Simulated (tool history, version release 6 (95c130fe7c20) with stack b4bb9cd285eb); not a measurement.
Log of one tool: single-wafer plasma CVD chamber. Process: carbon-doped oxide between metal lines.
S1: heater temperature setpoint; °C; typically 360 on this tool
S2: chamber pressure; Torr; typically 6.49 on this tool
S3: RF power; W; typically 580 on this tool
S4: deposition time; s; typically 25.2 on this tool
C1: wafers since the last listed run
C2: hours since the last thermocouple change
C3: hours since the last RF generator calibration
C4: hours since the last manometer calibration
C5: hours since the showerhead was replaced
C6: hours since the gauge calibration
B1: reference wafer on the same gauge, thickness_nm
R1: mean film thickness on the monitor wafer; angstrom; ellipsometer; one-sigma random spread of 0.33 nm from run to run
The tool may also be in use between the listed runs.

Run 1, day 0: usual settings; C1 0; C2 1650.9; C3 871.4; C4 2071.5; C5 3844.1; C6 286.2; B1 149.039. Result: R1 1356.31 angstrom.
Run 2, day 0.708: usual settings; C1 476; C2 1667.9; C3 888.4; C4 2088.5; C5 3861.1; C6 303.2; B1 149.06. Result: R1 1351.12 angstrom.
Run 3, day 1.296: usual settings; C1 395; C2 1682; C3 902.5; C4 2102.6; C5 3875.2; C6 317.3; B1 148.975. Result: R1 1349.33 angstrom.
Run 4, day 1.858: usual settings but S2 6.83 Torr; C1 378; C2 1695.5; C3 916; C4 2116.1; C5 3888.7; C6 330.8; B1 149.018. Result: R1 1350.69 angstrom.
Run 5, day 2.321: usual settings but S2 6.83 Torr; C1 311; C2 1706.6; C3 927.1; C4 2127.2; C5 3899.8; C6 341.9; B1 148.939. Result: R1 1357.59 angstrom.
Run 6, day 2.696: usual settings; C1 252; C2 1715.6; C3 936.1; C4 2136.2; C5 3908.8; C6 350.9; B1 149.035. Result: R1 1353.83 angstrom.
Run 7, day 3.3: usual settings; C1 406; C2 1730.1; C3 950.6; C4 2150.7; C5 3923.3; C6 365.4; B1 148.985. Result: R1 1354.05 angstrom.
Run 8, day 3.821: usual settings; C1 350; C2 1742.6; C3 963.1; C4 2163.2; C5 3935.8; C6 377.9; B1 148.874. Result: R1 1353.34 angstrom.
Run 9, day 4.25: usual settings; C1 288; C2 1752.9; C3 973.4; C4 2173.5; C5 3946.1; C6 388.2; B1 149.04. Result: R1 1352.28 angstrom.
At day 4.808: showerhead replaced.
Run 10, day 4.846: usual settings; C1 176; C2 1767.2; C3 987.7; C4 2187.8; C5 0.9; C6 402.5; B1 149.005. Result: R1 1348.18 angstrom.
At day 5.083: gauge calibrated.
Run 11, day 5.225: usual settings; C1 255; C2 1776.3; C3 996.8; C4 2196.9; C5 10; C6 3.4; B1 149.12. Result: R1 1350.3 angstrom.
Run 12, day 5.575: usual settings; C1 235; C2 1784.7; C3 1005.2; C4 2205.3; C5 18.4; C6 11.8; B1 149.051. Result: R1 1353.22 angstrom.
Run 13, day 6.042: usual settings but S1 349 °C, S2 5.76 Torr; C1 314; C2 1795.9; C3 1016.4; C4 2216.5; C5 29.6; C6 23; B1 148.954. Result: R1 1377.23 angstrom.
At day 6.75: RF generator calibrated.
Run 14, day 6.771: usual settings but S1 350 °C, S3 650 W, S4 27.1 s; C1 266; C2 1813.4; C3 0.5; C4 2234; C5 47.1; C6 40.5; B1 148.866. Result: R1 1634.54 angstrom.
Run 15, day 7.25: usual settings but S2 7.64 Torr, S3 495 W, S4 20.3 s; C1 322; C2 1824.9; C3 12; C4 2245.5; C5 58.6; C6 52; B1 148.949. Result: R1 1066.48 angstrom.
At day 7.721: capacitance manometer re-zeroed and calibrated.
Run 16, day 7.883: usual settings but S1 374 °C, S2 7.59 Torr, S3 640 W, S4 21.1 s; C1 201; C2 1840.1; C3 27.2; C4 3.9; C5 73.8; C6 67.2; B1 149.103. Result: R1 1204.15 angstrom.
Run 17, day 8.183: usual settings; C1 201; C2 1847.3; C3 34.4; C4 11.1; C5 81; C6 74.4; B1 149.116. Result: R1 1402.76 angstrom.
At day 10.262: thermocouple changed; heater temperature recalibrated.
Run 18, day 10.283: usual settings; C1 1188; C2 0.5; C3 84.8; C4 61.5; C5 131.4; C6 124.8; B1 148.943. Result: R1 1394.9 angstrom.
Run 19, day 10.533: usual settings; C1 168; C2 6.5; C3 90.8; C4 67.5; C5 137.4; C6 130.8; B1 149.029. Result: R1 1395.1 angstrom.
Run 20, day 11.171: usual settings but S4 20.4 s; C1 428; C2 21.8; C3 106.1; C4 82.8; C5 152.7; C6 146.1; B1 149.016. Result: R1 1135.19 angstrom.
Run 21, day 11.662: usual settings but S2 6.97 Torr, S3 610 W, S4 30.2 s; C1 330; C2 33.6; C3 117.9; C4 94.6; C5 164.5; C6 157.9; B1 149.024. Result: R1 1705.73 angstrom.
Run 22, day 11.962: usual settings but S3 515 W; C1 201; C2 40.8; C3 125.1; C4 101.8; C5 171.7; C6 165.1; B1 149.085. Result: R1 1317.15 angstrom.
Run 23, day 12.4: usual settings but S1 348 °C; C1 294; C2 51.3; C3 135.6; C4 112.3; C5 182.2; C6 175.6; B1 148.941. Result: R1 1431.52 angstrom.
Run 24, day 12.904: usual settings but S2 7.8 Torr, S3 615 W; C1 339; C2 63.4; C3 147.7; C4 124.4; C5 194.3; C6 187.7; B1 148.905. Result: R1 1440.1 angstrom.
Run 25, day 13.396: usual settings but S1 367 °C, S2 7.52 Torr, S3 475 W; C1 330; C2 75.2; C3 159.5; C4 136.2; C5 206.1; C6 199.5; B1 149.093. Result: R1 1263.52 angstrom.
Run 26, day 13.867: usual settings but S2 7.3 Torr, S3 545 W, S4 27.9 s; C1 316; C2 86.5; C3 170.8; C4 147.5; C5 217.4; C6 210.8; B1 148.998. Result: R1 1501.57 angstrom.
Run 27, day 14.338: usual settings but S2 7.58 Torr, S3 495 W, S4 20.9 s; C1 316; C2 97.8; C3 182.1; C4 158.8; C5 228.7; C6 222.1; B1 149.049. Result: R1 1082.88 angstrom.
Run 28, day 14.625: usual settings but S1 349 °C, S2 5.4 Torr, S3 470 W, S4 21.2 s; C1 193; C2 104.7; C3 189; C4 165.7; C5 235.6; C6 229; B1 148.94. Result: R1 1081.48 angstrom.
Run 29, day 15.283: usual settings but S1 371 °C, S2 7.84 Torr, S3 685 W, S4 29.1 s; C1 443; C2 120.5; C3 204.8; C4 181.5; C5 251.4; C6 244.8; B1 148.859. Result: R1 1703.14 angstrom.

Consider 3 possible next runs. They are alternatives, not a sequence: every one starts from the tool as it was left by run 29. What does each give?
Run A, day 15.3: usual settings but S4 29.7 s; C1 11; C2 120.9; C3 205.2; C4 181.9; C5 251.8; C6 245.2; B1 ?. Result: R1 ?.
Run B, day 15.3: usual settings but S1 375 °C, S3 485 W, S4 27.8 s; C1 11; C2 120.9; C3 205.2; C4 181.9; C5 251.8; C6 245.2; B1 ?. Result: R1 ?.
Run C, day 15.3: usual settings but S1 354 °C, S2 6.94 Torr, S3 530 W, S4 21.8 s; C1 11; C2 120.9; C3 205.2; C4 181.9; C5 251.8; C6 245.2; B1 ?. Result: R1 ?.

run       B1       R1
  A  148.944  1626.64
  B  148.944  1364.12
  C  148.944  1172.43
The same runs, with their run-to-run variation unchanged, on a tool lacking any hidden condition would have given:
run       R1
  A  1653.14
  B  1387.05
  C  1192.07
